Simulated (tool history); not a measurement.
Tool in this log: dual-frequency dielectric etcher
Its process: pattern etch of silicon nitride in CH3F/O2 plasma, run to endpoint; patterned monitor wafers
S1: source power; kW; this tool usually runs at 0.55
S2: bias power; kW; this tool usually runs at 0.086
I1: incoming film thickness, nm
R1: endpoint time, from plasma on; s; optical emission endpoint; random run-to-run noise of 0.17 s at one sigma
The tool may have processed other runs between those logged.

run	day	S1	S2	I1	R1
1	0	0.55	0.086	56.5	53.3
2	0.671	0.55	0.086	56.4	53.4
3	1.033	0.55	0.086	56.6	53.5
4	1.538	0.59	0.086	56	51.7
5	1.829	0.59	0.086	56.1	51.9
6	2.471	0.55	0.086	56	53.4
7	3.221	0.55	0.086	56.5	53.7
8	3.821	0.55	0.086	56	53.1
9	4.371	0.55	0.086	55.8	53.1
10	4.646	0.55	0.086	56.3	53.5
11	5.325	0.55	0.086	56.4	54
12	5.804	0.55	0.086	55.9	53.6
13	6.417	0.46	0.078	56.2	60.4
14	7.012	0.55	0.086	56.7	54.1
# day 7.879: source power generator calibrated
# day 8.267: upper electrode replaced
# day 8.458: wet clean of the chamber
15	8.479	0.5	0.108	56.1	47.1
16	8.496	0.55	0.086	55.9	51.8
17	8.546	0.55	0.086	56.1	51.7
18	9.2	0.64	0.075	56	52.5
# day 9.479: bias power generator calibrated
19	11.154	0.47	0.077	56	58
20	11.762	0.55	0.095	55.9	48.8
21	12.462	0.65	0.079	56.2	51.3
22	12.888	0.55	0.086	55.9	51.6
23	13.621	0.55	0.08	56.7	54.8
24	13.979	0.65	0.098	56.7	46.2
25	14.662	0.43	0.072	56.9	63.3
26	15.017	0.48	0.098	55.4	50.5
27	15.342	0.65	0.068	56.4	56
28	16.067	0.55	0.072	56.2	57.8
29	17.121	0.42	0.078	56.3	60.9
30	17.546	0.55	0.086	56.1	52.3
31	17.812	0.66	0.073	56.8	54.2
32	18.296	0.68	0.104	56.2	43.9
33	18.825	0.55	0.086	55.9	52
34	19.262	0.67	0.068	56	55.5

5 options for the next run, each taken on its own from the tool as it stands now. Forecast them:
A	19.283	0.55	0.086	56.8	?
B	19.283	0.64	0.105	56.8	?
C	19.283	0.63	0.093	56.8	?
D	19.283	0.55	0.074	56.8	?
E	19.283	0.45	0.08	56.8	?

run	R1
A	52.8
B	44.9
C	48.2
D	57.4
E	59
Stripped of hidden state, with their random variation kept, the same runs would have yielded:
run	R1
A	52
B	44.3
C	47.5
D	56.6
E	58.1

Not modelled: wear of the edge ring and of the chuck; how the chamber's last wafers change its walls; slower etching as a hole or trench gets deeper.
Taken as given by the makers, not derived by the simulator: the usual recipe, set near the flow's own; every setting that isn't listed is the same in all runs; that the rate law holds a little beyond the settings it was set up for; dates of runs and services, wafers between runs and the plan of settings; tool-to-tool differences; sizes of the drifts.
